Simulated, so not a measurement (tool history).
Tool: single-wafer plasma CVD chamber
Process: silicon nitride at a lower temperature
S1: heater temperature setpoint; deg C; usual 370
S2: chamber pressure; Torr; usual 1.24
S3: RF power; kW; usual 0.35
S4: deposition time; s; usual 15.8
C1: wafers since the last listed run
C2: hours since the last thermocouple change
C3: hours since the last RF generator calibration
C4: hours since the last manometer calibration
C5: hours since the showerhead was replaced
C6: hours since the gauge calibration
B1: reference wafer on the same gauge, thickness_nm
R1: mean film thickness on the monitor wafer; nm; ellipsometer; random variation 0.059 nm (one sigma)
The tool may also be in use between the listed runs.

Run 1, hour 0: usual settings but S2 1.31 Torr; C1 0; C2 890.1; C3 540.6; C4 575.9; C5 4296.7; C6 351.1; B1 21.096. Result: R1 19.469 nm.
Run 2, hour 82.6: usual settings but S2 1.31 Torr; C1 2991; C2 972.7; C3 623.2; C4 658.5; C5 4379.3; C6 433.7; B1 21.069. Result: R1 19.379 nm.
Run 3, hour 146.8: usual settings but S2 1.31 Torr; C1 2325; C2 1036.9; C3 687.4; C4 722.7; C5 4443.5; C6 497.9; B1 21.021. Result: R1 19.301 nm.
Run 4, hour 254.6: usual settings but S4 17.2 s; C1 3904; C2 1144.7; C3 795.2; C4 830.5; C5 4551.3; C6 605.7; B1 20.959. Result: R1 20.58 nm.
Run 5, hour 347.4: usual settings but S4 17.2 s; C1 3361; C2 1237.5; C3 888; C4 923.3; C5 4644.1; C6 698.5; B1 20.91. Result: R1 20.613 nm.
Run 6, hour 444.3: usual settings but S2 1.13 Torr, S4 16.6 s; C1 3509; C2 1334.4; C3 984.9; C4 1020.2; C5 4741; C6 795.4; B1 20.897. Result: R1 18.986 nm.
Run 7, hour 516.8: usual settings but S2 1.13 Torr, S4 16.6 s; C1 2626; C2 1406.9; C3 1057.4; C4 1092.7; C5 4813.5; C6 867.9; B1 20.853. Result: R1 18.997 nm.
Run 8, hour 592.1: usual settings but S2 1.13 Torr, S4 16.6 s; C1 2727; C2 1482.2; C3 1132.7; C4 1168; C5 4888.8; C6 943.2; B1 20.82. Result: R1 18.947 nm.
Run 9, hour 670.4: usual settings but S1 359 deg C; C1 2836; C2 1560.5; C3 1211; C4 1246.3; C5 4967.1; C6 1021.5; B1 20.75. Result: R1 18.712 nm.
At hour 716.7: gauge calibrated.
At hour 717.1: showerhead replaced.
Run 10, hour 771.3: usual settings but S1 359 deg C; C1 3364; C2 1661.4; C3 1311.9; C4 1347.2; C5 54.2; C6 54.6; B1 21.262. Result: R1 19.082 nm.
Run 11, hour 811.4: usual settings but S1 356 deg C, S4 18.4 s; C1 1452; C2 1701.5; C3 1352; C4 1387.3; C5 94.3; C6 94.7; B1 21.224. Result: R1 22.477 nm.
Run 12, hour 860.3: usual settings but S2 1.11 Torr; C1 1771; C2 1750.4; C3 1400.9; C4 1436.2; C5 143.2; C6 143.6; B1 21.203. Result: R1 18.252 nm.
At hour 868.7: capacitance manometer re-zeroed and calibrated.
At hour 901.1: RF generator calibrated.
Run 13, hour 901.6: usual settings but S1 359 deg C; C1 916; C2 1791.7; C3 0.5; C4 32.9; C5 184.5; C6 184.9; B1 21.197. Result: R1 19.24 nm.
Run 14, hour 981.6: usual settings but S3 0.28 kW, S4 18.6 s; C1 2897; C2 1871.7; C3 80.5; C4 112.9; C5 264.5; C6 264.9; B1 21.143. Result: R1 19.959 nm.
Run 15, hour 1018.5: usual settings; C1 1336; C2 1908.6; C3 117.4; C4 149.8; C5 301.4; C6 301.8; B1 21.101. Result: R1 19.057 nm.
Run 16, hour 1106.5: usual settings but S1 362 deg C, S3 0.295 kW, S4 13.5 s; C1 3187; C2 1996.6; C3 205.4; C4 237.8; C5 389.4; C6 389.8; B1 21.079. Result: R1 14.827 nm.
Run 17, hour 1152.9: usual settings but S2 0.98 Torr; C1 1680; C2 2043; C3 251.8; C4 284.2; C5 435.8; C6 436.2; B1 21.082. Result: R1 17.13 nm.
Run 18, hour 1210.9: usual settings but S1 357 deg C, S4 17.2 s; C1 2100; C2 2101; C3 309.8; C4 342.2; C5 493.8; C6 494.2; B1 21.004. Result: R1 20.721 nm.
At hour 1253.2: thermocouple changed; heater temperature recalibrated.
Run 19, hour 1293.1: usual settings but S1 366 deg C, S2 1.33 Torr; C1 2687; C2 39.9; C3 392; C4 424.4; C5 576; C6 576.4; B1 21.013. Result: R1 19.371 nm.
Run 20, hour 1333.3: usual settings but S1 360 deg C, S3 0.295 kW, S4 18.8 s; C1 1456; C2 80.1; C3 432.2; C4 464.6; C5 616.2; C6 616.6; B1 20.971. Result: R1 20.667 nm.
Run 21, hour 1567.1: usual settings but S1 382 deg C, S2 1.03 Torr, S3 0.4 kW; C1 8468; C2 313.9; C3 666; C4 698.4; C5 850; C6 850.4; B1 20.866. Result: R1 18.572 nm.

5 ways to go on from here, each from the tool as it stands after run 21. What would each give?
Run A, hour 1567.5: usual settings but S4 13.7 s; C1 14; C2 314.3; C3 666.4; C4 698.8; C5 850.4; C6 850.8; B1 ?. Result: R1 ?.
Run B, hour 1567.5: usual settings but S1 377 deg C, S4 17.5 s; C1 14; C2 314.3; C3 666.4; C4 698.8; C5 850.4; C6 850.8; B1 ?. Result: R1 ?.
Run C, hour 1567.5: usual settings but S1 365 deg C, S2 1.46 Torr; C1 14; C2 314.3; C3 666.4; C4 698.8; C5 850.4; C6 850.8; B1 ?. Result: R1 ?.
Run D, hour 1567.5: usual settings but S1 384 deg C, S3 0.28 kW; C1 14; C2 314.3; C3 666.4; C4 698.8; C5 850.4; C6 850.8; B1 ?. Result: R1 ?.
Run E, hour 1567.5: usual settings but S2 1.02 Torr, S3 0.285 kW; C1 14; C2 314.3; C3 666.4; C4 698.8; C5 850.4; C6 850.8; B1 ?. Result: R1 ?.

run      B1      R1
  A  20.842  16.277
  B  20.842  20.714
  C  20.842  19.977
  D  20.842   16.55
  E  20.842  15.507
Without the tool's hidden state the same runs would have given:
run      R1
  A  16.636
  B  21.171
  C  20.418
  D  16.915
  E  15.849

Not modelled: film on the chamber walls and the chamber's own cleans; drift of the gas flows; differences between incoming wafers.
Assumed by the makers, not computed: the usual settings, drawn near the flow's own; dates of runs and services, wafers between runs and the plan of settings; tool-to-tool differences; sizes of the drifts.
